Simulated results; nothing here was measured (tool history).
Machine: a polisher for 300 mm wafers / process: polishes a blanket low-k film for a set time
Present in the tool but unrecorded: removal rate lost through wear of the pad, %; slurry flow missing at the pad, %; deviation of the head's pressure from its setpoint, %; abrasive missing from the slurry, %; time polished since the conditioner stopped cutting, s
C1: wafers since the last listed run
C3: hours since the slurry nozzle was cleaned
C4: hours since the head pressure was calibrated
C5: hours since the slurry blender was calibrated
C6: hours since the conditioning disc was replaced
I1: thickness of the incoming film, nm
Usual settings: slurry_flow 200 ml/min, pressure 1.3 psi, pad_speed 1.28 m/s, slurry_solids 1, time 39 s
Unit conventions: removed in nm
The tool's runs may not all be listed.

run 1 hour=0 | slurry_flow=200 pressure=1.3 pad_speed=1.28 slurry_solids=1 time=39 | C1=0 wafers_polished_on_this_pad=963 C3=60.2 C4=365 C5=294.1 C6=347.1 | I1=751.5 | removed=10.6
run 2 hour=14.3 | slurry_flow=200 pressure=1.3 pad_speed=1.28 slurry_solids=1 time=39 | C1=151 wafers_polished_on_this_pad=1115 C3=74.5 C4=379.3 C5=308.4 C6=361.4 | I1=732.9 | removed=10.3
-- hour=23.8 worn pad replaced by a new one
run 3 hour=26.3 | slurry_flow=145 pressure=1.3 pad_speed=1.28 slurry_solids=0.95 time=39 | C1=84 wafers_polished_on_this_pad=27 C3=86.5 C4=391.3 C5=320.4 C6=373.4 | I1=747.2 | removed=11.1
run 4 hour=32.5 | slurry_flow=145 pressure=1.3 pad_speed=1.28 slurry_solids=0.95 time=39 | C1=65 wafers_polished_on_this_pad=92 C3=92.7 C4=397.5 C5=326.6 C6=379.6 | I1=753.5 | removed=10.9
run 5 hour=48.9 | slurry_flow=145 pressure=1.3 pad_speed=1.28 slurry_solids=0.95 time=39 | C1=174 wafers_polished_on_this_pad=267 C3=109.1 C4=413.9 C5=343 C6=396 | I1=749.5 | removed=10.7
run 6 hour=56.8 | slurry_flow=200 pressure=1.3 pad_speed=1.28 slurry_solids=1 time=28 | C1=83 wafers_polished_on_this_pad=351 C3=117 C4=421.8 C5=350.9 C6=403.9 | I1=750 | removed=8.2
run 7 hour=71.1 | slurry_flow=200 pressure=1.6 pad_speed=1.44 slurry_solids=1 time=39 | C1=151 wafers_polished_on_this_pad=502 C3=131.3 C4=436.1 C5=365.2 C6=418.2 | I1=742.3 | removed=14.4
run 8 hour=85.9 | slurry_flow=200 pressure=1.3 pad_speed=1.28 slurry_solids=1 time=39 | C1=157 wafers_polished_on_this_pad=660 C3=146.1 C4=450.9 C5=380 C6=433 | I1=756.7 | removed=10.9
run 9 hour=98.1 | slurry_flow=200 pressure=1.3 pad_speed=1.28 slurry_solids=0.9 time=39 | C1=129 wafers_polished_on_this_pad=789 C3=158.3 C4=463.1 C5=392.2 C6=445.2 | I1=750.1 | removed=10.1
run 10 hour=108 | slurry_flow=200 pressure=1.3 pad_speed=1.28 slurry_solids=0.75 time=39 | C1=105 wafers_polished_on_this_pad=895 C3=168.2 C4=473 C5=402.1 C6=455.1 | I1=737.2 | removed=9.7
run 11 hour=120.9 | slurry_flow=200 pressure=1.3 pad_speed=1.28 slurry_solids=1 time=39 | C1=137 wafers_polished_on_this_pad=1032 C3=181.1 C4=485.9 C5=415 C6=468 | I1=737.4 | removed=10.5
-- hour=123 conditioning disc replaced and pad reconditioned
-- hour=127.6 slurry blender recalibrated
run 12 hour=132.1 | slurry_flow=250 pressure=1.3 pad_speed=1.12 slurry_solids=0.9 time=52 | C1=76 wafers_polished_on_this_pad=1108 C3=192.3 C4=497.1 C5=4.5 C6=9.1 | I1=751.1 | removed=12.7
-- hour=144.9 worn pad replaced by a new one
run 13 hour=146.5 | slurry_flow=245 pressure=1.3 pad_speed=1.28 slurry_solids=1 time=39 | C1=110 wafers_polished_on_this_pad=17 C3=206.7 C4=511.5 C5=18.9 C6=23.5 | I1=750.3 | removed=12.1
run 14 hour=160.7 | slurry_flow=200 pressure=1.3 pad_speed=1.28 slurry_solids=1 time=39 | C1=150 wafers_polished_on_this_pad=168 C3=220.9 C4=525.7 C5=33.1 C6=37.7 | I1=746.1 | removed=11.7
run 15 hour=188.6 | slurry_flow=200 pressure=1.3 pad_speed=1.28 slurry_solids=1 time=39 | C1=296 wafers_polished_on_this_pad=464 C3=248.8 C4=553.6 C5=61 C6=65.6 | I1=739.5 | removed=11.3
-- hour=204.1 head pressure recalibrated
run 16 hour=204.6 | slurry_flow=200 pressure=1.3 pad_speed=1.28 slurry_solids=1 time=39 | C1=148 wafers_polished_on_this_pad=613 C3=264.8 C4=0.5 C5=77 C6=81.6 | I1=744.7 | removed=11.3
run 17 hour=220 | slurry_flow=200 pressure=1.3 pad_speed=1.28 slurry_solids=1 time=39 | C1=163 wafers_polished_on_this_pad=776 C3=280.2 C4=15.9 C5=92.4 C6=97 | I1=742.5 | removed=10.9
run 18 hour=237.2 | slurry_flow=245 pressure=1.3 pad_speed=1.28 slurry_solids=0.85 time=39 | C1=182 wafers_polished_on_this_pad=959 C3=297.4 C4=33.1 C5=109.6 C6=114.2 | I1=745.7 | removed=10.1
run 19 hour=245.3 | slurry_flow=200 pressure=1.5 pad_speed=1.1 slurry_solids=1 time=34 | C1=86 wafers_polished_on_this_pad=1045 C3=305.5 C4=41.2 C5=117.7 C6=122.3 | I1=758.1 | removed=9.8
run 20 hour=255.5 | slurry_flow=145 pressure=1.6 pad_speed=1.28 slurry_solids=1 time=39 | C1=108 wafers_polished_on_this_pad=1153 C3=315.7 C4=51.4 C5=127.9 C6=132.5 | I1=743.7 | removed=12.2
-- hour=272.4 worn pad replaced by a new one
run 21 hour=272.9 | slurry_flow=180 pressure=1.3 pad_speed=1.28 slurry_solids=1 time=39 | C1=142 wafers_polished_on_this_pad=5 C3=333.1 C4=68.8 C5=145.3 C6=149.9 | I1=745.8 | removed=11.6
run 22 hour=277.3 | slurry_flow=200 pressure=1.1 pad_speed=0.9 slurry_solids=1 time=39 | C1=46 wafers_polished_on_this_pad=52 C3=337.5 C4=73.2 C5=149.7 C6=154.3 | I1=740.2 | removed=8.8
run 23 hour=283.9 | slurry_flow=145 pressure=1.5 pad_speed=0.96 slurry_solids=0.7 time=39 | C1=70 wafers_polished_on_this_pad=122 C3=344.1 C4=79.8 C5=156.3 C6=160.9 | I1=751 | removed=9.2
run 24 hour=291.3 | slurry_flow=200 pressure=1.5 pad_speed=1.28 slurry_solids=0.8 time=39 | C1=78 wafers_polished_on_this_pad=201 C3=351.5 C4=87.2 C5=163.7 C6=168.3 | I1=755.7 | removed=12.5
run 25 hour=300.5 | slurry_flow=220 pressure=1.5 pad_speed=1.4 slurry_solids=0.7 time=39 | C1=97 wafers_polished_on_this_pad=298 C3=360.7 C4=96.4 C5=172.9 C6=177.5 | I1=746.2 | removed=12
run 26 hour=308.5 | slurry_flow=200 pressure=1.7 pad_speed=1.28 slurry_solids=1 time=39 | C1=84 wafers_polished_on_this_pad=383 C3=368.7 C4=104.4 C5=180.9 C6=185.5 | I1=763.2 | removed=14.8
run 27 hour=325.3 | slurry_flow=230 pressure=0.8 pad_speed=1.28 slurry_solids=0.75 time=27 | C1=178 wafers_polished_on_this_pad=562 C3=385.5 C4=121.2 C5=197.7 C6=202.3 | I1=739.7 | removed=4.5

Alternative continuations, all from the tool just after run 27; predict every row:
run A hour=325.7 | slurry_flow=200 pressure=1.3 pad_speed=0.92 slurry_solids=1 time=39 | C1=4 wafers_polished_on_this_pad=566 C3=385.9 C4=121.6 C5=198.1 C6=202.7 | I1=765.8 | removed=?
run B hour=325.7 | slurry_flow=170 pressure=1.3 pad_speed=1.14 slurry_solids=1 time=39 | C1=4 wafers_polished_on_this_pad=566 C3=385.9 C4=121.6 C5=198.1 C6=202.7 | I1=765.8 | removed=?
run C hour=325.7 | slurry_flow=170 pressure=1.4 pad_speed=1.28 slurry_solids=1 time=39 | C1=4 wafers_polished_on_this_pad=566 C3=385.9 C4=121.6 C5=198.1 C6=202.7 | I1=765.8 | removed=?

run=A removed=9.4
run=B removed=10.2
run=C removed=11.6
Without the tool's unlogged condition, the same runs would have read:
run=A removed=10.2
run=B removed=11.1
run=C removed=12.6
